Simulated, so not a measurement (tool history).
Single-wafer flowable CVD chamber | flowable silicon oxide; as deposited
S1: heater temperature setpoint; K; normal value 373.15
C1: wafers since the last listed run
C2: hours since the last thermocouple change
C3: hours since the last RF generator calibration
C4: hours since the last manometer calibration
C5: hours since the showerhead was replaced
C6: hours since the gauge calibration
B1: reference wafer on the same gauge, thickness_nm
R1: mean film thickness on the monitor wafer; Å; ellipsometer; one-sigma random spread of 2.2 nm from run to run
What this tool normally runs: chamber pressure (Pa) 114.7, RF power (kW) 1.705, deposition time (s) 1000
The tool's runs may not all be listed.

{"run": 1, "hour": 0.0, "S1": 373.15, "chamber pressure (Pa)": 114.7, "RF power (kW)": 1.705, "deposition time (s)": 1100, "C1": 0, "C2": 1257.2, "C3": 1027.5, "C4": 2172.4, "C5": 4116.7, "C6": 20.0, "B1": 672.585, "R1": 8888.65}
{"run": 2, "hour": 14.2, "S1": 373.15, "chamber pressure (Pa)": 114.7, "RF power (kW)": 1.705, "deposition time (s)": 1000, "C1": 23, "C2": 1271.4, "C3": 1041.7, "C4": 2186.6, "C5": 4130.9, "C6": 34.2, "B1": 672.66, "R1": 8045.9}
{"run": 3, "hour": 21.5, "S1": 373.15, "chamber pressure (Pa)": 114.7, "RF power (kW)": 1.705, "deposition time (s)": 900, "C1": 12, "C2": 1278.7, "C3": 1049.0, "C4": 2193.9, "C5": 4138.2, "C6": 41.5, "B1": 673.035, "R1": 7301.33}
{"run": 4, "hour": 39.5, "S1": 373.15, "chamber pressure (Pa)": 114.7, "RF power (kW)": 1.705, "deposition time (s)": 900, "C1": 29, "C2": 1296.7, "C3": 1067.0, "C4": 2211.9, "C5": 4156.2, "C6": 59.5, "B1": 673.144, "R1": 7278.1}
{"run": 5, "hour": 56.3, "S1": 373.15, "chamber pressure (Pa)": 114.7, "RF power (kW)": 1.705, "deposition time (s)": 1000, "C1": 27, "C2": 1313.5, "C3": 1083.8, "C4": 2228.7, "C5": 4173.0, "C6": 76.3, "B1": 672.827, "R1": 8103.73}
{"run": 6, "hour": 69.1, "S1": 373.15, "chamber pressure (Pa)": 114.7, "RF power (kW)": 1.705, "deposition time (s)": 1000, "C1": 21, "C2": 1326.3, "C3": 1096.6, "C4": 2241.5, "C5": 4185.8, "C6": 89.1, "B1": 672.933, "R1": 8098.57}
{"run": 7, "hour": 76.6, "S1": 373.15, "chamber pressure (Pa)": 114.7, "RF power (kW)": 1.705, "deposition time (s)": 1000, "C1": 12, "C2": 1333.8, "C3": 1104.1, "C4": 2249.0, "C5": 4193.3, "C6": 96.6, "B1": 672.841, "R1": 8069.1}
{"run": 8, "hour": 94.3, "S1": 373.15, "chamber pressure (Pa)": 114.7, "RF power (kW)": 1.705, "deposition time (s)": 1000, "C1": 29, "C2": 1351.5, "C3": 1121.8, "C4": 2266.7, "C5": 4211.0, "C6": 114.3, "B1": 673.395, "R1": 8108.05}
{"run": 9, "hour": 108.6, "S1": 369.15, "chamber pressure (Pa)": 114.7, "RF power (kW)": 1.705, "deposition time (s)": 1000, "C1": 23, "C2": 1365.8, "C3": 1136.1, "C4": 2281.0, "C5": 4225.3, "C6": 128.6, "B1": 673.719, "R1": 9394.13}
{"hour": 127.8, "done": "capacitance manometer re-zeroed and calibrated"}
{"run": 10, "hour": 128.3, "S1": 373.15, "chamber pressure (Pa)": 114.7, "RF power (kW)": 1.705, "deposition time (s)": 1000, "C1": 19, "C2": 1385.5, "C3": 1155.8, "C4": 0.5, "C5": 4245.0, "C6": 148.3, "B1": 673.011, "R1": 8127.08}
{"run": 11, "hour": 134.2, "S1": 373.15, "chamber pressure (Pa)": 114.7, "RF power (kW)": 1.705, "deposition time (s)": 1000, "C1": 9, "C2": 1391.4, "C3": 1161.7, "C4": 6.4, "C5": 4250.9, "C6": 154.2, "B1": 673.159, "R1": 8121.13}
{"run": 12, "hour": 150.9, "S1": 373.15, "chamber pressure (Pa)": 126.0, "RF power (kW)": 1.705, "deposition time (s)": 1000, "C1": 27, "C2": 1408.1, "C3": 1178.4, "C4": 23.1, "C5": 4267.6, "C6": 170.9, "B1": 672.642, "R1": 8893.38}
{"hour": 167.4, "done": "RF generator calibrated"}
{"run": 13, "hour": 167.9, "S1": 373.15, "chamber pressure (Pa)": 126.0, "RF power (kW)": 1.705, "deposition time (s)": 1000, "C1": 14, "C2": 1425.1, "C3": 0.5, "C4": 40.1, "C5": 4284.6, "C6": 187.9, "B1": 672.931, "R1": 8934.1}
{"run": 14, "hour": 179.4, "S1": 373.15, "chamber pressure (Pa)": 126.0, "RF power (kW)": 1.705, "deposition time (s)": 1000, "C1": 19, "C2": 1436.6, "C3": 12.0, "C4": 51.6, "C5": 4296.1, "C6": 199.4, "B1": 673.082, "R1": 8895.23}
{"run": 15, "hour": 196.5, "S1": 377.15, "chamber pressure (Pa)": 86.5, "RF power (kW)": 1.705, "deposition time (s)": 1130, "C1": 28, "C2": 1453.7, "C3": 29.1, "C4": 68.7, "C5": 4313.2, "C6": 216.5, "B1": 673.582, "R1": 5980.4}
{"run": 16, "hour": 204.6, "S1": 373.15, "chamber pressure (Pa)": 114.7, "RF power (kW)": 1.705, "deposition time (s)": 1000, "C1": 13, "C2": 1461.8, "C3": 37.2, "C4": 76.8, "C5": 4321.3, "C6": 224.6, "B1": 673.049, "R1": 8157.01}
{"run": 17, "hour": 219.2, "S1": 373.15, "chamber pressure (Pa)": 114.7, "RF power (kW)": 1.705, "deposition time (s)": 1000, "C1": 24, "C2": 1476.4, "C3": 51.8, "C4": 91.4, "C5": 4335.9, "C6": 239.2, "B1": 672.795, "R1": 8126.42}
{"hour": 221.8, "done": "gauge calibrated"}
{"hour": 240.2, "done": "thermocouple changed; heater temperature recalibrated"}
{"run": 18, "hour": 240.7, "S1": 373.15, "chamber pressure (Pa)": 114.7, "RF power (kW)": 1.705, "deposition time (s)": 1000, "C1": 22, "C2": 0.5, "C3": 73.3, "C4": 112.9, "C5": 4357.4, "C6": 18.9, "B1": 672.36, "R1": 6549.43}
{"run": 19, "hour": 244.0, "S1": 378.15, "chamber pressure (Pa)": 114.7, "RF power (kW)": 1.445, "deposition time (s)": 1000, "C1": 5, "C2": 3.8, "C3": 76.6, "C4": 116.2, "C5": 4360.7, "C6": 22.2, "B1": 673.536, "R1": 5048.95}
{"hour": 253.6, "done": "showerhead replaced, of another model than before"}
{"run": 20, "hour": 260.3, "S1": 387.15, "chamber pressure (Pa)": 114.7, "RF power (kW)": 1.705, "deposition time (s)": 1180, "C1": 13, "C2": 20.1, "C3": 92.9, "C4": 132.5, "C5": 6.7, "C6": 38.5, "B1": 673.624, "R1": 4656.33}
{"run": 21, "hour": 266.7, "S1": 373.15, "chamber pressure (Pa)": 129.9, "RF power (kW)": 1.705, "deposition time (s)": 1000, "C1": 10, "C2": 26.5, "C3": 99.3, "C4": 138.9, "C5": 13.1, "C6": 44.9, "B1": 673.555, "R1": 7300.84}
{"run": 22, "hour": 281.2, "S1": 382.15, "chamber pressure (Pa)": 114.7, "RF power (kW)": 1.705, "deposition time (s)": 830, "C1": 24, "C2": 41.0, "C3": 113.8, "C4": 153.4, "C5": 27.6, "C6": 59.4, "B1": 673.173, "R1": 3930.61}
{"run": 23, "hour": 295.1, "S1": 373.15, "chamber pressure (Pa)": 114.7, "RF power (kW)": 1.705, "deposition time (s)": 1000, "C1": 23, "C2": 54.9, "C3": 127.7, "C4": 167.3, "C5": 41.5, "C6": 73.3, "B1": 673.179, "R1": 6707.28}
{"run": 24, "hour": 305.6, "S1": 373.15, "chamber pressure (Pa)": 99.5, "RF power (kW)": 1.705, "deposition time (s)": 1000, "C1": 17, "C2": 65.4, "C3": 138.2, "C4": 177.8, "C5": 52.0, "C6": 83.8, "B1": 672.586, "R1": 6060.48}
{"run": 25, "hour": 317.4, "S1": 373.15, "chamber pressure (Pa)": 114.7, "RF power (kW)": 1.705, "deposition time (s)": 1000, "C1": 19, "C2": 77.2, "C3": 150.0, "C4": 189.6, "C5": 63.8, "C6": 95.6, "B1": 672.697, "R1": 6719.52}
{"run": 26, "hour": 326.5, "S1": 373.15, "chamber pressure (Pa)": 122.1, "RF power (kW)": 1.705, "deposition time (s)": 820, "C1": 15, "C2": 86.3, "C3": 159.1, "C4": 198.7, "C5": 72.9, "C6": 104.7, "B1": 673.189, "R1": 5823.3}
{"run": 27, "hour": 338.7, "S1": 373.15, "chamber pressure (Pa)": 114.7, "RF power (kW)": 1.42, "deposition time (s)": 1000, "C1": 20, "C2": 98.5, "C3": 171.3, "C4": 210.9, "C5": 85.1, "C6": 116.9, "B1": 673.23, "R1": 6480.82}
{"run": 28, "hour": 351.6, "S1": 373.15, "chamber pressure (Pa)": 126.0, "RF power (kW)": 1.705, "deposition time (s)": 1000, "C1": 21, "C2": 111.4, "C3": 184.2, "C4": 223.8, "C5": 98.0, "C6": 129.8, "B1": 672.564, "R1": 7297.95}
{"run": 29, "hour": 365.0, "S1": 378.15, "chamber pressure (Pa)": 102.4, "RF power (kW)": 1.835, "deposition time (s)": 950, "C1": 22, "C2": 124.8, "C3": 197.6, "C4": 237.2, "C5": 111.4, "C6": 143.2, "B1": 673.379, "R1": 5014.21}

Branching from run 29: 3 alternative next runs. What would each branch give?
{"run": "A", "hour": 365.7, "S1": 373.15, "chamber pressure (Pa)": 114.7, "RF power (kW)": 1.705, "deposition time (s)": 1000, "C1": 1, "C2": 125.5, "C3": 198.3, "C4": 237.9, "C5": 112.1, "C6": 143.9, "B1": "?", "R1": "?"}
{"run": "B", "hour": 365.7, "S1": 373.15, "chamber pressure (Pa)": 125.9, "RF power (kW)": 1.445, "deposition time (s)": 860, "C1": 1, "C2": 125.5, "C3": 198.3, "C4": 237.9, "C5": 112.1, "C6": 143.9, "B1": "?", "R1": "?"}
{"run": "C", "hour": 365.7, "S1": 373.15, "chamber pressure (Pa)": 133.5, "RF power (kW)": 1.705, "deposition time (s)": 1110, "C1": 1, "C2": 125.5, "C3": 198.3, "C4": 237.9, "C5": 112.1, "C6": 143.9, "B1": "?", "R1": "?"}

run=A B1=673.762 R1=6850.46
run=B B1=673.762 R1=6080.74
run=C B1=673.762 R1=8530.55
Without the tool's hidden state the same runs would have given:
run=A R1=6635.07
run=B R1=5889.56
run=C R1=8262.34
